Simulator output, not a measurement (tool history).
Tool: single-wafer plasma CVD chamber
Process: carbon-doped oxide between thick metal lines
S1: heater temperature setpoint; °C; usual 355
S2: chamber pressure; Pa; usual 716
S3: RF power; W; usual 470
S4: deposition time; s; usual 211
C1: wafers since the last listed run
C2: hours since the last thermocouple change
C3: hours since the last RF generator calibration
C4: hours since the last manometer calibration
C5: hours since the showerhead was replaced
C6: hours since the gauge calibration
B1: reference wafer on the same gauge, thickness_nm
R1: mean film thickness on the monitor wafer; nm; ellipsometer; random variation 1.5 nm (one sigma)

{"run": 1, "hour": 0.0, "S1": 355, "S2": 716, "S3": 395, "S4": 211, "C1": 0, "C2": 2591.6, "C3": 1512.6, "C4": 2623.8, "C5": 4915.6, "C6": 760.9, "B1": 909.999, "R1": 928.964}
{"run": 2, "hour": 31.4, "S1": 355, "S2": 716, "S3": 395, "S4": 211, "C1": 161, "C2": 2623, "C3": 1544, "C4": 2655.2, "C5": 4947, "C6": 792.3, "B1": 910.109, "R1": 927.67}
{"run": 3, "hour": 50.0, "S1": 355, "S2": 716, "S3": 395, "S4": 211, "C1": 95, "C2": 2641.6, "C3": 1562.6, "C4": 2673.8, "C5": 4965.6, "C6": 810.9, "B1": 910.163, "R1": 926.772}
{"run": 4, "hour": 72.0, "S1": 355, "S2": 783, "S3": 470, "S4": 211, "C1": 113, "C2": 2663.6, "C3": 1584.6, "C4": 2695.8, "C5": 4987.6, "C6": 832.9, "B1": 910.035, "R1": 1009.191}
{"run": 5, "hour": 96.4, "S1": 355, "S2": 783, "S3": 470, "S4": 211, "C1": 125, "C2": 2688, "C3": 1609, "C4": 2720.2, "C5": 5012, "C6": 857.3, "B1": 909.82, "R1": 1011.461}
{"hour": 119.7, "done": "capacitance manometer re-zeroed and calibrated"}
{"run": 6, "hour": 125.1, "S1": 355, "S2": 783, "S3": 470, "S4": 211, "C1": 106, "C2": 2716.7, "C3": 1637.7, "C4": 5.4, "C5": 5040.7, "C6": 886, "B1": 910.034, "R1": 1009.713}
{"hour": 141.5, "done": "RF generator calibrated"}
{"run": 7, "hour": 142.5, "S1": 355, "S2": 832, "S3": 450, "S4": 211, "C1": 48, "C2": 2734.1, "C3": 1, "C4": 22.8, "C5": 5058.1, "C6": 903.4, "B1": 909.979, "R1": 1012.14}
{"run": 8, "hour": 170.8, "S1": 355, "S2": 832, "S3": 450, "S4": 211, "C1": 145, "C2": 2762.4, "C3": 29.3, "C4": 51.1, "C5": 5086.4, "C6": 931.7, "B1": 909.96, "R1": 1014.294}
{"run": 9, "hour": 184.7, "S1": 355, "S2": 832, "S3": 450, "S4": 211, "C1": 71, "C2": 2776.3, "C3": 43.2, "C4": 65, "C5": 5100.3, "C6": 945.6, "B1": 909.762, "R1": 1015.694}
{"hour": 187.0, "done": "gauge calibrated"}
{"run": 10, "hour": 211.5, "S1": 355, "S2": 716, "S3": 470, "S4": 211, "C1": 137, "C2": 2803.1, "C3": 70, "C4": 91.8, "C5": 5127.1, "C6": 24.5, "B1": 909.908, "R1": 1023.078}
{"run": 11, "hour": 234.6, "S1": 355, "S2": 716, "S3": 425, "S4": 211, "C1": 118, "C2": 2826.2, "C3": 93.1, "C4": 114.9, "C5": 5150.2, "C6": 47.6, "B1": 910.423, "R1": 976.228}
{"run": 12, "hour": 268.6, "S1": 355, "S2": 716, "S3": 470, "S4": 211, "C1": 174, "C2": 2860.2, "C3": 127.1, "C4": 148.9, "C5": 5184.2, "C6": 81.6, "B1": 909.62, "R1": 1021.461}
{"run": 13, "hour": 299.0, "S1": 369, "S2": 716, "S3": 470, "S4": 211, "C1": 156, "C2": 2890.6, "C3": 157.5, "C4": 179.3, "C5": 5214.6, "C6": 112, "B1": 910.087, "R1": 991.248}
{"run": 14, "hour": 319.6, "S1": 346, "S2": 560, "S3": 495, "S4": 243, "C1": 105, "C2": 2911.2, "C3": 178.1, "C4": 199.9, "C5": 5235.2, "C6": 132.6, "B1": 910.19, "R1": 1201.881}
{"hour": 336.3, "done": "thermocouple changed; heater temperature recalibrated"}
{"run": 15, "hour": 340.7, "S1": 355, "S2": 716, "S3": 470, "S4": 211, "C1": 67, "C2": 4.4, "C3": 199.2, "C4": 221, "C5": 5256.3, "C6": 153.7, "B1": 910.239, "R1": 1022.508}
{"run": 16, "hour": 359.6, "S1": 343, "S2": 635, "S3": 470, "S4": 178, "C1": 97, "C2": 23.3, "C3": 218.1, "C4": 239.9, "C5": 5275.2, "C6": 172.6, "B1": 910.151, "R1": 879.045}
{"run": 17, "hour": 372.5, "S1": 349, "S2": 716, "S3": 390, "S4": 198, "C1": 66, "C2": 36.2, "C3": 231, "C4": 252.8, "C5": 5288.1, "C6": 185.5, "B1": 909.932, "R1": 895.064}
{"run": 18, "hour": 391.0, "S1": 355, "S2": 716, "S3": 470, "S4": 211, "C1": 95, "C2": 54.7, "C3": 249.5, "C4": 271.3, "C5": 5306.6, "C6": 204, "B1": 909.957, "R1": 1019.784}
{"hour": 417.2, "done": "showerhead replaced"}
{"run": 19, "hour": 417.7, "S1": 355, "S2": 716, "S3": 470, "S4": 211, "C1": 96, "C2": 81.4, "C3": 276.2, "C4": 298, "C5": 0.5, "C6": 230.7, "B1": 910.192, "R1": 1018.894}
{"run": 20, "hour": 424.1, "S1": 370, "S2": 564, "S3": 555, "S4": 184, "C1": 32, "C2": 87.8, "C3": 282.6, "C4": 304.4, "C5": 6.9, "C6": 237.1, "B1": 909.821, "R1": 908.098}
{"run": 21, "hour": 450.5, "S1": 351, "S2": 716, "S3": 400, "S4": 211, "C1": 135, "C2": 114.2, "C3": 309, "C4": 330.8, "C5": 33.3, "C6": 263.5, "B1": 910.107, "R1": 958.166}
{"run": 22, "hour": 466.7, "S1": 355, "S2": 716, "S3": 445, "S4": 211, "C1": 83, "C2": 130.4, "C3": 325.2, "C4": 347, "C5": 49.5, "C6": 279.7, "B1": 909.985, "R1": 996.469}
{"run": 23, "hour": 500.3, "S1": 342, "S2": 793, "S3": 550, "S4": 233, "C1": 172, "C2": 164, "C3": 358.8, "C4": 380.6, "C5": 83.1, "C6": 313.3, "B1": 909.93, "R1": 1253.569}
{"run": 24, "hour": 531.8, "S1": 355, "S2": 716, "S3": 470, "S4": 211, "C1": 162, "C2": 195.5, "C3": 390.3, "C4": 412.1, "C5": 114.6, "C6": 344.8, "B1": 909.648, "R1": 1021.113}
{"run": 25, "hour": 553.1, "S1": 355, "S2": 797, "S3": 400, "S4": 191, "C1": 109, "C2": 216.8, "C3": 411.6, "C4": 433.4, "C5": 135.9, "C6": 366.1, "B1": 910.213, "R1": 864.813}
{"run": 26, "hour": 588.1, "S1": 369, "S2": 716, "S3": 470, "S4": 176, "C1": 180, "C2": 251.8, "C3": 446.6, "C4": 468.4, "C5": 170.9, "C6": 401.1, "B1": 910.48, "R1": 825.796}
{"run": 27, "hour": 621.0, "S1": 365, "S2": 603, "S3": 560, "S4": 243, "C1": 169, "C2": 284.7, "C3": 479.5, "C4": 501.3, "C5": 203.8, "C6": 434, "B1": 910.133, "R1": 1219.785}

5 ways to go on from here, each from the tool as it stands after run 27. What would each give?
{"run": "A", "hour": 621.5, "S1": 355, "S2": 716, "S3": 470, "S4": 239, "C1": 2, "C2": 285.2, "C3": 480, "C4": 501.8, "C5": 204.3, "C6": 434.5, "B1": "?", "R1": "?"}
{"run": "B", "hour": 621.5, "S1": 361, "S2": 645, "S3": 430, "S4": 211, "C1": 2, "C2": 285.2, "C3": 480, "C4": 501.8, "C5": 204.3, "C6": 434.5, "B1": "?", "R1": "?"}
{"run": "C", "hour": 621.5, "S1": 362, "S2": 636, "S3": 470, "S4": 211, "C1": 2, "C2": 285.2, "C3": 480, "C4": 501.8, "C5": 204.3, "C6": 434.5, "B1": "?", "R1": "?"}
{"run": "D", "hour": 621.5, "S1": 363, "S2": 716, "S3": 470, "S4": 242, "C1": 2, "C2": 285.2, "C3": 480, "C4": 501.8, "C5": 204.3, "C6": 434.5, "B1": "?", "R1": "?"}
{"run": "E", "hour": 621.5, "S1": 355, "S2": 661, "S3": 470, "S4": 188, "C1": 2, "C2": 285.2, "C3": 480, "C4": 501.8, "C5": 204.3, "C6": 434.5, "B1": "?", "R1": "?"}

run=A B1=909.894 R1=1154.15
run=B B1=909.894 R1=957.694
run=C B1=909.894 R1=992.852
run=D B1=909.894 R1=1148.035
run=E B1=909.894 R1=901.958
Without the tool's hidden state the same runs would have given:
run=A R1=1160.131
run=B R1=963.456
run=C R1=997.998
run=D R1=1153.985
run=E R1=906.633
